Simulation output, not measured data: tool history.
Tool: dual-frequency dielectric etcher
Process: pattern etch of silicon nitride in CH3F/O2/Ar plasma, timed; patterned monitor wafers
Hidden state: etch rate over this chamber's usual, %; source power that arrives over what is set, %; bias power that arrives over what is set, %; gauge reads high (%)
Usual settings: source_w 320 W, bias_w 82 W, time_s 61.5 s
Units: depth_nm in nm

run	day	source_w	bias_w	time_s	wafers since the last listed run	hours since the last wet clean	hours since the last source power generator calibration	hours since the last bias power generator calibration	hours since the last upper electrode change	hours since the gauge calibration	read-back reference wafer on the same gauge, depth_nm	depth_nm
1	0.000	320	73	61.5	0	326.2	2884.0	3786.5	5427.9	226.5	48.62	37.70
2	2.721	320	73	61.5	829	391.5	2949.3	3851.8	5493.2	291.8	48.63	37.63
3	5.583	360	82	61.5	872	460.2	3018.0	3920.5	5561.9	360.5	48.55	41.56
# day 7.508: wet clean of the chamber
4	7.529	360	82	61.5	288	0.5	3064.7	3967.2	5608.6	407.2	48.52	42.34
5	8.950	320	82	61.5	433	34.6	3098.8	4001.3	5642.7	441.3	48.37	40.54
# day 10.767: upper electrode replaced
6	10.783	320	82	61.5	254	78.6	3142.8	4045.3	0.4	485.3	48.46	40.59
7	13.125	350	82	61.5	713	134.8	3199.0	4101.5	56.6	541.5	48.59	41.65
8	15.138	350	82	61.5	613	183.1	3247.3	4149.8	104.9	589.8	48.47	41.64
9	16.508	350	82	61.5	417	216.0	3280.2	4182.7	137.8	622.7	48.44	41.11
10	19.062	280	82	61.5	778	277.3	3341.5	4244.0	199.1	684.0	48.48	38.49
# day 20.504: source power generator calibrated
11	20.525	280	77	77.5	395	312.4	0.5	4279.1	234.2	719.1	48.45	47.17
12	22.138	320	73	61.5	491	351.1	39.2	4317.8	272.9	757.8	48.49	37.73
# day 24.562: wet clean of the chamber
13	24.583	370	82	66.5	440	0.5	97.9	4376.5	331.6	816.5	48.57	45.82
14	25.471	320	82	61.5	270	21.8	119.2	4397.8	352.9	837.8	48.39	41.15
# day 27.621: bias power generator calibrated
# day 27.708: gauge calibrated
15	28.229	320	82	61.5	790	88.0	185.4	14.6	419.1	12.5	48.49	40.81
16	30.225	400	82	76.0	608	135.9	233.3	62.5	467.0	60.4	48.37	53.44
17	32.800	320	91	77.0	785	197.7	295.1	124.3	528.8	122.2	48.45	52.89
18	34.246	390	101	61.5	440	232.4	329.8	159.0	563.5	156.9	48.52	47.74
19	35.454	280	73	48.5	368	261.4	358.8	188.0	592.5	185.9	48.46	28.88

4 ways to go on from here, each from the tool as it stands after run 19. What would each give?
A	35.471	320	82	61.5	5	261.8	359.2	188.4	592.9	186.3	?	?
B	35.471	300	82	61.5	5	261.8	359.2	188.4	592.9	186.3	?	?
C	35.471	240	101	79.0	5	261.8	359.2	188.4	592.9	186.3	?	?
D	35.471	250	82	76.0	5	261.8	359.2	188.4	592.9	186.3	?	?

run	read-back reference wafer on the same gauge, depth_nm	depth_nm
A	48.39	40.26
B	48.39	39.47
C	48.39	52.77
D	48.39	46.18
Without the tool's hidden state the same runs would have given:
run	depth_nm
A	40.94
B	40.14
C	53.66
D	46.96

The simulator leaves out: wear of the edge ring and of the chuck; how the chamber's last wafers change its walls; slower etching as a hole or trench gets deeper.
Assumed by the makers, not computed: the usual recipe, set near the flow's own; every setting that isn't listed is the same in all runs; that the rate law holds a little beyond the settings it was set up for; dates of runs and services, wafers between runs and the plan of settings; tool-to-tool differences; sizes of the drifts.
